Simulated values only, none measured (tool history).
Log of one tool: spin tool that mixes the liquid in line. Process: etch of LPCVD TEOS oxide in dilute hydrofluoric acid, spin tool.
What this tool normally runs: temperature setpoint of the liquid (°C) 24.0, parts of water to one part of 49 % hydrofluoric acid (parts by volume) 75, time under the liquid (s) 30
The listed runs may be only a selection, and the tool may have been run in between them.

| run | day | temperature setpoint of the liquid (°C) | parts of water to one part of 49 % hydrofluoric acid (parts by volume) | time under the liquid (s) | wafers since the last listed run | hours since the thermometer was replaced | hours since the hydrofluoric acid flow meter was replaced | hours since the gauge calibration | read-back film thickness of the LPCVD TEOS oxide reference wafer, read on the same gauge (nm) | thickness taken off the LPCVD TEOS oxide on a monitor wafer (angstrom) |
|---|---|---|---|---|---|---|---|---|---|---|
| 1 | 0.000 | 24.0 | 85 | 30 | 0 | 2726.2 | 1174.8 | 1214.7 | 80.00 | 198.3 |
| 2 | 1.346 | 24.0 | 75 | 30 | 551 | 2758.5 | 1207.1 | 1247.0 | 80.03 | 227.1 |
| 3 | 2.271 | 24.0 | 75 | 30 | 379 | 2780.7 | 1229.3 | 1269.2 | 80.00 | 227.1 |
| 4 | 2.888 | 24.0 | 75 | 30 | 252 | 2795.5 | 1244.1 | 1284.0 | 80.03 | 226.0 |
| 5 | 5.400 | 23.0 | 75 | 30 | 1030 | 2855.8 | 1304.4 | 1344.3 | 80.02 | 213.7 |
| 6 | 6.788 | 27.5 | 75 | 40 | 569 | 2889.1 | 1337.7 | 1377.6 | 79.99 | 346.1 |
| 7 | 8.196 | 27.5 | 75 | 40 | 577 | 2922.9 | 1371.5 | 1411.4 | 80.00 | 344.9 |
| 8 | 9.446 | 26.0 | 75 | 30 | 512 | 2952.9 | 1401.5 | 1441.4 | 79.99 | 242.6 |
| 9 | 10.346 | 24.0 | 75 | 40 | 369 | 2974.5 | 1423.1 | 1463.0 | 80.00 | 299.5 |
|  | 10.371 | gauge calibrated |
| 10 | 11.500 | 24.0 | 50 | 40 | 473 | 3002.2 | 1450.8 | 27.1 | 80.01 | 460.8 |
| 11 | 12.333 | 29.0 | 45 | 15 | 341 | 3022.2 | 1470.8 | 47.1 | 80.01 | 236.5 |
| 12 | 13.238 | 24.0 | 50 | 30 | 370 | 3043.9 | 1492.5 | 68.8 | 79.98 | 349.5 |
| 13 | 14.312 | 24.0 | 60 | 30 | 440 | 3069.7 | 1518.3 | 94.6 | 79.95 | 280.4 |
| 14 | 15.408 | 27.5 | 60 | 40 | 449 | 3096.0 | 1544.6 | 120.9 | 79.99 | 431.3 |
| 15 | 16.846 | 20.5 | 75 | 30 | 589 | 3130.5 | 1579.1 | 155.4 | 79.96 | 192.6 |
| 16 | 18.117 | 24.0 | 75 | 30 | 521 | 3161.0 | 1609.6 | 185.9 | 79.97 | 217.4 |
| 17 | 19.600 | 24.0 | 75 | 30 | 608 | 3196.6 | 1645.2 | 221.5 | 79.98 | 221.1 |
| 18 | 20.883 | 22.5 | 65 | 30 | 526 | 3227.4 | 1676.0 | 252.3 | 79.99 | 243.7 |
|  | 21.683 | thermometer replaced |
| 19 | 23.933 | 24.0 | 75 | 30 | 1233 | 54.0 | 1749.2 | 325.5 | 80.01 | 219.5 |
| 20 | 24.696 | 25.5 | 90 | 15 | 312 | 72.3 | 1767.5 | 343.8 | 80.00 | 94.8 |
| 21 | 25.350 | 19.5 | 110 | 30 | 268 | 88.0 | 1783.2 | 359.5 | 79.99 | 121.1 |

What will run 22 give?
| 22 | 26.250 | 23.0 | 75 | 30 | 369 | 109.6 | 1804.8 | 381.1 | ? | ? |

{"run 22": {"read-back film thickness of the LPCVD TEOS oxide reference wafer, read on the same gauge (nm)": 80.03, "thickness taken off the LPCVD TEOS oxide on a monitor wafer (angstrom)": 210.6}}
Had the tool carried no hidden state, the very same run would have given thickness taken off the LPCVD TEOS oxide on a monitor wafer (angstrom) 229.1.
